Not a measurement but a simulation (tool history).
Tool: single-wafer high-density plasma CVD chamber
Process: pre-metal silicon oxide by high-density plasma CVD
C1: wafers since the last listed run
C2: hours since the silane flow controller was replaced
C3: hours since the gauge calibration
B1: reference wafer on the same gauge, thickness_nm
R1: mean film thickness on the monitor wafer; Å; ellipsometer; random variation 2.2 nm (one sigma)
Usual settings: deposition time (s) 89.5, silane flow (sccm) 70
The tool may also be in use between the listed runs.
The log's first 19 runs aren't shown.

{"run": 20, "hour": 921.9, "deposition time (s)": 89.5, "silane flow (sccm)": 70, "C1": 215, "C2": 2256.5, "C3": 1517.3, "B1": 599.223, "R1": 6493.36}
{"hour": 986.1, "done": "gauge calibrated"}
{"run": 21, "hour": 992.9, "deposition time (s)": 89.5, "silane flow (sccm)": 70, "C1": 614, "C2": 2327.5, "C3": 6.8, "B1": 598.779, "R1": 6514.34}
{"run": 22, "hour": 1061.2, "deposition time (s)": 89.5, "silane flow (sccm)": 70, "C1": 591, "C2": 2395.8, "C3": 75.1, "B1": 599.806, "R1": 6470.42}
{"run": 23, "hour": 1133.1, "deposition time (s)": 89.5, "silane flow (sccm)": 57, "C1": 622, "C2": 2467.7, "C3": 147, "B1": 599.115, "R1": 5287.77}
{"run": 24, "hour": 1161.2, "deposition time (s)": 103, "silane flow (sccm)": 58, "C1": 243, "C2": 2495.8, "C3": 175.1, "B1": 598.998, "R1": 6159.47}
{"run": 25, "hour": 1222.2, "deposition time (s)": 89.5, "silane flow (sccm)": 70, "C1": 527, "C2": 2556.8, "C3": 236.1, "B1": 599.123, "R1": 6496.66}
{"run": 26, "hour": 1279.0, "deposition time (s)": 94.7, "silane flow (sccm)": 80, "C1": 491, "C2": 2613.6, "C3": 292.9, "B1": 598.68, "R1": 7885.15}
{"run": 27, "hour": 1328.0, "deposition time (s)": 89.5, "silane flow (sccm)": 70, "C1": 424, "C2": 2662.6, "C3": 341.9, "B1": 599.214, "R1": 6486.16}
{"run": 28, "hour": 1356.5, "deposition time (s)": 89.5, "silane flow (sccm)": 70, "C1": 246, "C2": 2691.1, "C3": 370.4, "B1": 598.612, "R1": 6486.81}
{"run": 29, "hour": 1383.1, "deposition time (s)": 98.4, "silane flow (sccm)": 78, "C1": 230, "C2": 2717.7, "C3": 397, "B1": 598.967, "R1": 8010.21}
{"run": 30, "hour": 1409.5, "deposition time (s)": 72.6, "silane flow (sccm)": 77, "C1": 228, "C2": 2744.1, "C3": 423.4, "B1": 599.496, "R1": 5797.58}

Forecast run 31:
{"hour": 1502.9, "done": "silane flow controller replaced"}
{"run": 31, "hour": 1551.1, "deposition time (s)": 89.5, "silane flow (sccm)": 83, "C1": 1156, "C2": 48.2, "C3": 565, "B1": "?", "R1": "?"}

B1: 599.466
R1: 7264.12 Å
Without the tool's hidden state the same run would have given R1 7252.86 Å.

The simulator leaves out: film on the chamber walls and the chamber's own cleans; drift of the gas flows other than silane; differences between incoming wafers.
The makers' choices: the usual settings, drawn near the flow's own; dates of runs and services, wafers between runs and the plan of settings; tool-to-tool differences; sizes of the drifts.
